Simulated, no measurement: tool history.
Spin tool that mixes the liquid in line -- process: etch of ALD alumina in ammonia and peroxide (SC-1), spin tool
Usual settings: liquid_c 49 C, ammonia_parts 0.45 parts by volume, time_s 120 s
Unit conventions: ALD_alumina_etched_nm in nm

run    hour  liquid_c  ammonia_parts  time_s  wafers since the last listed run  hours since the thermometer was replaced  hours since the ammonia flow meter was replaced  hours since the heated supply line was repaired  hours since the drum of ammonia solution was connected  hours since the gauge calibration  read-back film thickness of the ALD alumina reference wafer, read on the same gauge (nm)  ALD_alumina_etched_nm
  1       0        49           0.45     120                                 0                                     489.1                                             94.9                                           2165.4                                                    84.7                              475.6                                                                                    89.683                  5.679
  2    99.2        49           0.45     120                               754                                     588.3                                            194.1                                           2264.6                                                   183.9                              574.8                                                                                    89.477                  5.658
  3   164.9        49           0.45     120                               499                                       654                                            259.8                                           2330.3                                                   249.6                              640.5                                                                                    89.311                   5.73
      174.6  -- thermometer replaced
  4   236.8        49           0.45     120                               539                                      62.2                                            331.7                                           2402.2                                                   321.5                              712.4                                                                                    89.131                   5.74
      424.9  -- new drum of ammonia solution connected
      488.7  -- ammonia flow meter replaced
  5   508.6        49           0.55     120                              2052                                       334                                             19.9                                             2674                                                    83.7                              984.2                                                                                    88.521                  5.738
  6   561.1        49           0.45     175                               399                                     386.5                                             72.4                                           2726.5                                                   136.2                             1036.7                                                                                    88.393                  8.251
  7   655.4        49           0.45     120                               717                                     480.8                                            166.7                                           2820.8                                                   230.5                               1131                                                                                    88.161                  5.516
  8   699.2        49           0.45     120                               333                                     524.6                                            210.5                                           2864.6                                                   274.3                             1174.8                                                                                    88.064                  5.676
  9   742.1        49           0.45     170                               326                                     567.5                                            253.4                                           2907.5                                                   317.2                             1217.7                                                                                    87.961                   8.01
      786.2  -- thermometer replaced
 10   848.6        49           0.45     170                               802                                      62.4                                            359.9                                             3014                                                   423.7                             1324.2                                                                                    87.718                  7.848
        852  -- new drum of ammonia solution connected
 11   941.7        49            0.4      90                               700                                     155.5                                              453                                           3107.1                                                    89.7                             1417.3                                                                                    87.514                  4.094
 12  1010.2        49           0.45     120                               521                                       224                                            521.5                                           3175.6                                                   158.2                             1485.8                                                                                     87.31                  5.548
     1037.7  -- ammonia flow meter replaced
 13  1068.3        49           0.45     120                               434                                     282.1                                             30.6                                           3233.7                                                   216.3                             1543.9                                                                                    87.194                  5.496
 14  1137.5        49           0.45     120                               526                                     351.3                                             99.8                                           3302.9                                                   285.5                             1613.1                                                                                    87.036                  5.543
 15  1179.6      44.5            0.3     120                               320                                     393.4                                            141.9                                             3345                                                   327.6                             1655.2                                                                                    86.932                  4.154
       1225  -- gauge calibrated
 16  1248.6        46            0.3      95                               524                                     462.4                                            210.9                                             3414                                                   396.6                               23.6                                                                                    90.059                  3.697
     1249.7  -- new drum of ammonia solution connected
 17  1309.9        49            0.6     120                               458                                     523.7                                            272.2                                           3475.3                                                    60.2                               84.9                                                                                    89.899                  5.906
     1339.5  -- heated supply line repaired
 18  1365.7        52           0.35     150                               416                                     579.5                                              328                                             26.2                                                     116                              140.7                                                                                    89.767                  8.232
 19  1419.4        49            0.6     175                               408                                     633.2                                            381.7                                             79.9                                                   169.7                              194.4                                                                                    89.639                  8.624
     1462.6  -- thermometer replaced
 20  1517.3      54.5           0.65      85                               737                                      54.7                                            479.6                                            177.8                                                   267.6                              292.3                                                                                    89.423                  5.581
     1600.6  -- ammonia flow meter replaced
 21  1610.7      57.5           0.45     120                               702                                     148.1                                             10.1                                            271.2                                                     361                              385.7                                                                                    89.204                  8.799
     1708.3  -- new drum of ammonia solution connected
 22  1714.9        49           0.45     175                               784                                     252.3                                            114.3                                            375.4                                                     6.6                              489.9                                                                                    88.938                  8.302
 23  1774.3      41.5           0.45     120                               451                                     311.7                                            173.7                                            434.8                                                      66                              549.3                                                                                    88.818                  3.625
 24  1856.1        53            0.4     170                               622                                     393.5                                            255.5                                            516.6                                                   147.8                              631.1                                                                                     88.63                  9.707
 25  1951.1        49           0.45     120                               722                                     488.5                                            350.5                                            611.6                                                   242.8                              726.1                                                                                    88.393                  5.602

For each run, what was the tool's unlogged condition?
liquid hotter than its thermometer reads (K): 0, the same for each run
ammonia flow below the setpoint (%): 0, the same for each run
temperature lost on the way to the wafer (K): 0, the same for each run
ammonia solution weaker than its label (%): 0, the same for each run
H1: gauge reads high (%)
run      H1
  1  -0.346
  2  -0.603
  3  -0.774
  4  -0.961
  5   -1.67
  6    -1.8
  7   -2.05
  8   -2.16
  9   -2.27
 10   -2.55
 11   -2.79
 12   -2.97
 13   -3.12
 14    -3.3
 15   -3.41
 16  0.0506
 17  -0.109
 18  -0.254
 19  -0.393
 20  -0.647
 21   -0.89
 22   -1.16
 23   -1.31
 24   -1.53
 25   -1.77
